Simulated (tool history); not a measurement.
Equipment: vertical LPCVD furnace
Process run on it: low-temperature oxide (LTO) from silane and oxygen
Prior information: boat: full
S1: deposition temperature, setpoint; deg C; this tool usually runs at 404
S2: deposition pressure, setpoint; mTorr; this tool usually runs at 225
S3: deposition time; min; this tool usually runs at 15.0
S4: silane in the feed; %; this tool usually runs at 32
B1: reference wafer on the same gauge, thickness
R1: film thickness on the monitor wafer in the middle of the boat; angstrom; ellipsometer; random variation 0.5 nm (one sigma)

| run | hour | S1 | S2 | S3 | S4 | B1 | R1 |
|---|---|---|---|---|---|---|---|
| 1 | 0.0 | 412 | 225 | 18.5 | 32 | 104.73 | 1414.3 |
|  | 71.1 | silane flow controller replaced |
| 2 | 71.6 | 412 | 225 | 18.5 | 32 | 104.43 | 1421.1 |
|  | 99.0 | thermocouples replaced and temperature profile calibrated |
| 3 | 131.3 | 412 | 225 | 18.5 | 32 | 104.25 | 1411.4 |
| 4 | 161.4 | 404 | 190 | 15.0 | 32 | 104.20 | 879.4 |
| 5 | 217.8 | 404 | 225 | 15.0 | 32 | 103.96 | 1043.6 |
| 6 | 270.4 | 404 | 225 | 15.0 | 32 | 103.69 | 1040.5 |
| 7 | 332.6 | 404 | 225 | 15.0 | 32 | 103.57 | 1032.6 |
|  | 349.3 | gauge calibrated |
| 8 | 370.0 | 404 | 210 | 15.0 | 32 | 106.86 | 1005.1 |
| 9 | 427.5 | 397 | 225 | 15.0 | 32 | 106.87 | 984.6 |
| 10 | 453.1 | 404 | 225 | 15.0 | 32 | 106.82 | 1076.8 |
| 11 | 483.3 | 404 | 225 | 15.0 | 28 | 106.74 | 882.0 |
| 12 | 537.3 | 404 | 225 | 15.0 | 30 | 106.77 | 975.0 |
| 13 | 571.3 | 404 | 190 | 15.0 | 32 | 106.70 | 897.8 |
| 14 | 609.7 | 411 | 195 | 15.0 | 32 | 106.88 | 1003.4 |
| 15 | 652.7 | 414 | 225 | 15.0 | 32 | 106.75 | 1204.9 |
| 16 | 677.6 | 408 | 225 | 15.0 | 32 | 106.57 | 1117.1 |
| 17 | 739.6 | 393 | 225 | 15.0 | 35 | 106.67 | 1061.7 |
| 18 | 772.3 | 393 | 270 | 10.0 | 27 | 106.58 | 580.9 |
| 19 | 810.3 | 404 | 225 | 10.5 | 32 | 106.60 | 744.8 |
| 20 | 873.4 | 411 | 210 | 12.5 | 32 | 106.52 | 906.0 |
| 21 | 929.7 | 404 | 225 | 11.5 | 28 | 106.35 | 673.1 |
| 22 | 953.9 | 404 | 195 | 12.5 | 37 | 106.36 | 930.9 |
| 23 | 987.3 | 393 | 225 | 12.5 | 32 | 106.20 | 784.9 |
| 24 | 1041.1 | 401 | 180 | 15.0 | 32 | 106.23 | 818.9 |
|  | 1079.5 | pressure gauge zeroed |
| 25 | 1104.7 | 409 | 250 | 15.0 | 32 | 105.98 | 1244.5 |
| 26 | 1163.3 | 404 | 225 | 15.0 | 32 | 106.00 | 1066.4 |
| 27 | 1232.5 | 411 | 195 | 15.0 | 32 | 105.82 | 1001.3 |
| 28 | 1280.8 | 404 | 225 | 20.0 | 36 | 105.70 | 1654.6 |
| 29 | 1320.0 | 397 | 225 | 15.0 | 28 | 105.61 | 798.7 |
|  | 1472.1 | thermocouples replaced and temperature profile calibrated |
| 30 | 1472.7 | 412 | 225 | 15.0 | 32 | 105.17 | 1156.7 |
| 31 | 1514.2 | 400 | 245 | 19.5 | 38 | 104.84 | 1793.0 |
| 32 | 1583.9 | 401 | 225 | 10.0 | 30 | 104.77 | 619.3 |

Results per run with the tool's hidden condition removed, run-to-run variation unchanged:
Hidden conditions of the tool in this case: true tube temperature minus thermocouple reading, K; true pressure minus gauge reading, mTorr; deviation of the silane flow from its setpoint, %; gauge reads high (%).
| run | R1 |
|---|---|
| 1 | 1446.2 |
| 2 | 1456.4 |
| 3 | 1449.3 |
| 4 | 904.0 |
| 5 | 1075.0 |
| 6 | 1073.8 |
| 7 | 1068.3 |
| 8 | 1006.6 |
| 9 | 986.1 |
| 10 | 1078.5 |
| 11 | 883.5 |
| 12 | 976.9 |
| 13 | 899.7 |
| 14 | 1005.8 |
| 15 | 1208.1 |
| 16 | 1120.2 |
| 17 | 1065.3 |
| 18 | 583.1 |
| 19 | 748.0 |
| 20 | 910.5 |
| 21 | 677.0 |
| 22 | 936.7 |
| 23 | 790.2 |
| 24 | 825.2 |
| 25 | 1255.7 |
| 26 | 1077.3 |
| 27 | 1013.1 |
| 28 | 1675.9 |
| 29 | 809.8 |
| 30 | 1177.7 |
| 31 | 1827.9 |
| 32 | 632.7 |
